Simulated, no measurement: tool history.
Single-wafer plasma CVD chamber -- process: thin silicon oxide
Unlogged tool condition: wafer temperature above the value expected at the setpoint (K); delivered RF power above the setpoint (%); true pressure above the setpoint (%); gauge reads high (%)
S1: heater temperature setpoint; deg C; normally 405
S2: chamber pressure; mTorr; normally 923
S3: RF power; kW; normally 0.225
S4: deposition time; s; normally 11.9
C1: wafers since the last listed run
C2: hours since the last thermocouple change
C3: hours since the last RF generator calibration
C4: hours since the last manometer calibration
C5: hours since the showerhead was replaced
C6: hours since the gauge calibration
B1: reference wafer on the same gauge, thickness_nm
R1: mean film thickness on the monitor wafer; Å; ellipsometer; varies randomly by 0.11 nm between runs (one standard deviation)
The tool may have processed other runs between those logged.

{"run": 1, "day": 0.0, "S1": 405, "S2": 841, "S3": 0.225, "S4": 11.9, "C1": 0, "C2": 220.8, "C3": 1342.8, "C4": 156.7, "C5": 1787.3, "C6": 2799.7, "B1": 20.631, "R1": 218.85}
{"run": 2, "day": 9.717, "S1": 405, "S2": 841, "S3": 0.225, "S4": 11.9, "C1": 11002, "C2": 454, "C3": 1576, "C4": 389.9, "C5": 2020.5, "C6": 3032.9, "B1": 20.567, "R1": 217.46}
{"run": 3, "day": 11.692, "S1": 405, "S2": 923, "S3": 0.225, "S4": 11.9, "C1": 2236, "C2": 501.4, "C3": 1623.4, "C4": 437.3, "C5": 2067.9, "C6": 3080.3, "B1": 20.615, "R1": 228.26}
{"run": 4, "day": 14.033, "S1": 405, "S2": 923, "S3": 0.225, "S4": 11.9, "C1": 2651, "C2": 557.6, "C3": 1679.6, "C4": 493.5, "C5": 2124.1, "C6": 3136.5, "B1": 20.611, "R1": 229.61}
{"run": 5, "day": 16.383, "S1": 414, "S2": 923, "S3": 0.25, "S4": 11.9, "C1": 2660, "C2": 614, "C3": 1736, "C4": 549.9, "C5": 2180.5, "C6": 3192.9, "B1": 20.606, "R1": 240.75}
{"day": 17.242, "done": "RF generator calibrated"}
{"run": 6, "day": 18.179, "S1": 405, "S2": 923, "S3": 0.225, "S4": 11.9, "C1": 1656, "C2": 657.1, "C3": 22.5, "C4": 593, "C5": 2223.6, "C6": 3236, "B1": 20.626, "R1": 236.65}
{"run": 7, "day": 22.658, "S1": 410, "S2": 923, "S3": 0.195, "S4": 13.6, "C1": 5071, "C2": 764.6, "C3": 130, "C4": 700.5, "C5": 2331.1, "C6": 3343.5, "B1": 20.662, "R1": 252.56}
{"run": 8, "day": 25.912, "S1": 419, "S2": 1006, "S3": 0.185, "S4": 13.5, "C1": 3684, "C2": 842.7, "C3": 208.1, "C4": 778.6, "C5": 2409.2, "C6": 3421.6, "B1": 20.594, "R1": 252.59}
{"run": 9, "day": 28.096, "S1": 405, "S2": 923, "S3": 0.225, "S4": 11.9, "C1": 2472, "C2": 895.1, "C3": 260.5, "C4": 831, "C5": 2461.6, "C6": 3474, "B1": 20.608, "R1": 233.33}
{"run": 10, "day": 32.442, "S1": 405, "S2": 923, "S3": 0.225, "S4": 11.9, "C1": 4920, "C2": 999.4, "C3": 364.8, "C4": 935.3, "C5": 2565.9, "C6": 3578.3, "B1": 20.614, "R1": 232.74}
{"run": 11, "day": 34.154, "S1": 405, "S2": 923, "S3": 0.225, "S4": 11.9, "C1": 1939, "C2": 1040.5, "C3": 405.9, "C4": 976.4, "C5": 2607, "C6": 3619.4, "B1": 20.557, "R1": 233.17}
{"day": 35.738, "done": "capacitance manometer re-zeroed and calibrated"}
{"run": 12, "day": 36.546, "S1": 405, "S2": 923, "S3": 0.19, "S4": 13.9, "C1": 2330, "C2": 1097.9, "C3": 463.3, "C4": 19.4, "C5": 2664.4, "C6": 3676.8, "B1": 20.583, "R1": 252.71}
{"day": 36.9, "done": "gauge calibrated"}
{"day": 40.342, "done": "showerhead replaced"}
{"run": 13, "day": 40.462, "S1": 405, "S2": 822, "S3": 0.195, "S4": 13, "C1": 4057, "C2": 1191.9, "C3": 557.3, "C4": 113.4, "C5": 2.9, "C6": 85.5, "B1": 20.593, "R1": 223.2}
{"run": 14, "day": 44.242, "S1": 405, "S2": 746, "S3": 0.225, "S4": 13, "C1": 4279, "C2": 1282.6, "C3": 648, "C4": 204.1, "C5": 93.6, "C6": 176.2, "B1": 20.587, "R1": 225.77}
{"run": 15, "day": 47.479, "S1": 405, "S2": 987, "S3": 0.195, "S4": 10.4, "C1": 3665, "C2": 1360.3, "C3": 725.7, "C4": 281.8, "C5": 171.3, "C6": 253.9, "B1": 20.643, "R1": 197.29}
{"run": 16, "day": 51.208, "S1": 405, "S2": 1030, "S3": 0.245, "S4": 11.9, "C1": 4222, "C2": 1449.8, "C3": 815.2, "C4": 371.3, "C5": 260.8, "C6": 343.4, "B1": 20.605, "R1": 255.81}
{"run": 17, "day": 54.471, "S1": 401, "S2": 721, "S3": 0.245, "S4": 13.4, "C1": 3694, "C2": 1528.1, "C3": 893.5, "C4": 449.6, "C5": 339.1, "C6": 421.7, "B1": 20.606, "R1": 235.42}
{"run": 18, "day": 56.358, "S1": 405, "S2": 923, "S3": 0.225, "S4": 11.9, "C1": 2137, "C2": 1573.4, "C3": 938.8, "C4": 494.9, "C5": 384.4, "C6": 467, "B1": 20.633, "R1": 230.98}
{"run": 19, "day": 59.425, "S1": 405, "S2": 1037, "S3": 0.225, "S4": 11.9, "C1": 3472, "C2": 1647, "C3": 1012.4, "C4": 568.5, "C5": 458, "C6": 540.6, "B1": 20.617, "R1": 245.96}
{"run": 20, "day": 63.346, "S1": 405, "S2": 1068, "S3": 0.225, "S4": 11.9, "C1": 4439, "C2": 1741.1, "C3": 1106.5, "C4": 662.6, "C5": 552.1, "C6": 634.7, "B1": 20.584, "R1": 250.95}
{"run": 21, "day": 67.429, "S1": 417, "S2": 923, "S3": 0.205, "S4": 10.2, "C1": 4623, "C2": 1839.1, "C3": 1204.5, "C4": 760.6, "C5": 650.1, "C6": 732.7, "B1": 20.587, "R1": 186.77}
{"run": 22, "day": 68.933, "S1": 405, "S2": 1049, "S3": 0.195, "S4": 11.9, "C1": 1703, "C2": 1875.2, "C3": 1240.6, "C4": 796.7, "C5": 686.2, "C6": 768.8, "B1": 20.612, "R1": 228.98}
{"run": 23, "day": 72.221, "S1": 405, "S2": 923, "S3": 0.225, "S4": 11.9, "C1": 3722, "C2": 1954.1, "C3": 1319.5, "C4": 875.6, "C5": 765.1, "C6": 847.7, "B1": 20.592, "R1": 230.78}
{"day": 75.65, "done": "capacitance manometer re-zeroed and calibrated"}
{"run": 24, "day": 81.025, "S1": 405, "S2": 923, "S3": 0.225, "S4": 13.8, "C1": 9591, "C2": 2165.4, "C3": 1530.8, "C4": 129, "C5": 976.4, "C6": 1059, "B1": 20.574, "R1": 265.76}
{"run": 25, "day": 85.496, "S1": 405, "S2": 923, "S3": 0.2, "S4": 9.8, "C1": 5062, "C2": 2272.7, "C3": 1638.1, "C4": 236.3, "C5": 1083.7, "C6": 1166.3, "B1": 20.622, "R1": 178.23}
{"run": 26, "day": 89.408, "S1": 405, "S2": 923, "S3": 0.225, "S4": 11.9, "C1": 4430, "C2": 2366.6, "C3": 1732, "C4": 330.2, "C5": 1177.6, "C6": 1260.2, "B1": 20.609, "R1": 228.48}
{"day": 90.621, "done": "thermocouple changed; heater temperature recalibrated"}
{"day": 92.262, "done": "RF generator calibrated"}
{"run": 27, "day": 93.421, "S1": 391, "S2": 923, "S3": 0.225, "S4": 11.9, "C1": 3788, "C2": 67.2, "C3": 27.8, "C4": 426.5, "C5": 1273.9, "C6": 1356.5, "B1": 20.615, "R1": 240.22}

Below are 5 alternative next runs, each starting from the tool's condition after run 27. Predict each:
{"run": "A", "day": 93.438, "S1": 405, "S2": 923, "S3": 0.225, "S4": 11.9, "C1": 18, "C2": 67.6, "C3": 28.2, "C4": 426.9, "C5": 1274.3, "C6": 1356.9, "B1": "?", "R1": "?"}
{"run": "B", "day": 93.438, "S1": 405, "S2": 923, "S3": 0.225, "S4": 14.1, "C1": 18, "C2": 67.6, "C3": 28.2, "C4": 426.9, "C5": 1274.3, "C6": 1356.9, "B1": "?", "R1": "?"}
{"run": "C", "day": 93.438, "S1": 405, "S2": 746, "S3": 0.245, "S4": 14.1, "C1": 18, "C2": 67.6, "C3": 28.2, "C4": 426.9, "C5": 1274.3, "C6": 1356.9, "B1": "?", "R1": "?"}
{"run": "D", "day": 93.438, "S1": 398, "S2": 990, "S3": 0.225, "S4": 13.7, "C1": 18, "C2": 67.6, "C3": 28.2, "C4": 426.9, "C5": 1274.3, "C6": 1356.9, "B1": "?", "R1": "?"}
{"run": "E", "day": 93.438, "S1": 405, "S2": 923, "S3": 0.225, "S4": 12.6, "C1": 18, "C2": 67.6, "C3": 28.2, "C4": 426.9, "C5": 1274.3, "C6": 1356.9, "B1": "?", "R1": "?"}

run=A B1=20.573 R1=236.24
run=B B1=20.573 R1=279.77
run=C B1=20.573 R1=256.53
run=D B1=20.573 R1=284.56
run=E B1=20.573 R1=250.09
Stripped of hidden state, with their random variation kept, the same runs would have yielded:
run=A R1=236.89
run=B R1=280.53
run=C R1=257.24
run=D R1=285.34
run=E R1=250.78
